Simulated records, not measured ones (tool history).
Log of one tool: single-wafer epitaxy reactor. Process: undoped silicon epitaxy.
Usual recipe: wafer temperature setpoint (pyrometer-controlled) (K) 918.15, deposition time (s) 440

run   hour  wafer temperature setpoint (pyrometer-controlled) (K)  deposition time (s)  wafers since the last listed run  hours since the last pyrometer calibration  hours since the gauge calibration  read-back reference wafer on the same gauge, thickness_nm  mean film thickness on the monitor wafer (angstrom)
  1    0.0                                                 918.15                  440                                 0                                      1491.6                               81.7                                                     58.402                                               639.76
  2   17.7                                                 918.15                  440                                50                                      1509.3                               99.4                                                     58.376                                               641.16
  3   66.5                                                 918.15                  440                               140                                      1558.1                              148.2                                                     58.400                                               640.47
  4   75.5                                                 918.15                  440                                25                                      1567.1                              157.2                                                     58.390                                               640.28
  5   92.9                                                 918.15                  440                                50                                      1584.5                              174.6                                                     58.424                                               642.51
  6   99.7                                                 918.15                  440                                19                                      1591.3                              181.4                                                     58.401                                               639.36
  7  113.2                                                 918.15                  505                                38                                      1604.8                              194.9                                                     58.395                                               736.10
  8  119.6                                                 918.15                  440                                18                                      1611.2                              201.3                                                     58.426                                               639.67
  9  132.8                                                 923.15                  421                                37                                      1624.4                              214.5                                                     58.403                                               673.50
 10  140.4                                                 918.15                  440                                21                                      1632.0                              222.1                                                     58.398                                               641.61
     155.4  -- pyrometer calibrated
 11  155.9                                                 918.15                  440                                21                                         0.5                              237.6                                                     58.397                                               642.41
 12  164.9                                                 918.15                  440                                25                                         9.5                              246.6                                                     58.372                                               639.95
 13  178.5                                                 918.15                  501                                39                                        23.1                              260.2                                                     58.382                                               731.66
 14  195.6                                                 918.15                  501                                49                                        40.2                              277.3                                                     58.378                                               731.97
     204.7  -- gauge calibrated
 15  207.5                                                 918.15                  440                                34                                        52.1                                2.8                                                     58.415                                               643.01
 16  223.0                                                 918.15                  440                                44                                        67.6                               18.3                                                     58.380                                               643.37
 17  234.1                                                 906.15                  368                                31                                        78.7                               29.4                                                     58.391                                               423.19
 18  245.4                                                 918.15                  440                                32                                        90.0                               40.7                                                     58.429                                               642.34
 19  255.3                                                 918.15                  440                                28                                        99.9                               50.6                                                     58.375                                               639.21
 20  265.7                                                 906.15                  509                                29                                       110.3                               61.0                                                     58.385                                               587.26
 21  278.7                                                 918.15                  505                                37                                       123.3                               74.0                                                     58.403                                               734.10
 22  290.2                                                 910.15                  522                                33                                       134.8                               85.5                                                     58.396                                               650.38
 23  303.2                                                 931.15                  501                                37                                       147.8                               98.5                                                     58.397                                               936.44
 24  309.5                                                 918.15                  374                                18                                       154.1                              104.8                                                     58.408                                               544.90
 25  317.7                                                 918.15                  440                                23                                       162.3                              113.0                                                     58.383                                               640.20
 26  327.9                                                 928.15                  496                                29                                       172.5                              123.2                                                     58.393                                               874.07
 27  339.9                                                 911.15                  440                                34                                       184.5                              135.2                                                     58.410                                               558.77
 28  357.2                                                 918.15                  440                                49                                       201.8                              152.5                                                     58.398                                               639.52
 29  364.4                                                 907.15                  388                                20                                       209.0                              159.7                                                     58.378                                               455.77
 30  371.8                                                 906.15                  440                                21                                       216.4                              167.1                                                     58.404                                               507.04
 31  384.4                                                 923.15                  500                                36                                       229.0                              179.7                                                     58.412                                               802.33

Take each entry between the runs: how does the hidden state at the last listed run before it differ from the hidden state at the first listed run after it?
From run 10 to run 11: pyrometer calibrated (hour 155.4)
  no difference in the tool's unlogged condition between these two runs
From run 14 to run 15: gauge calibrated (hour 204.7)
  no difference in the tool's unlogged condition between these two runs
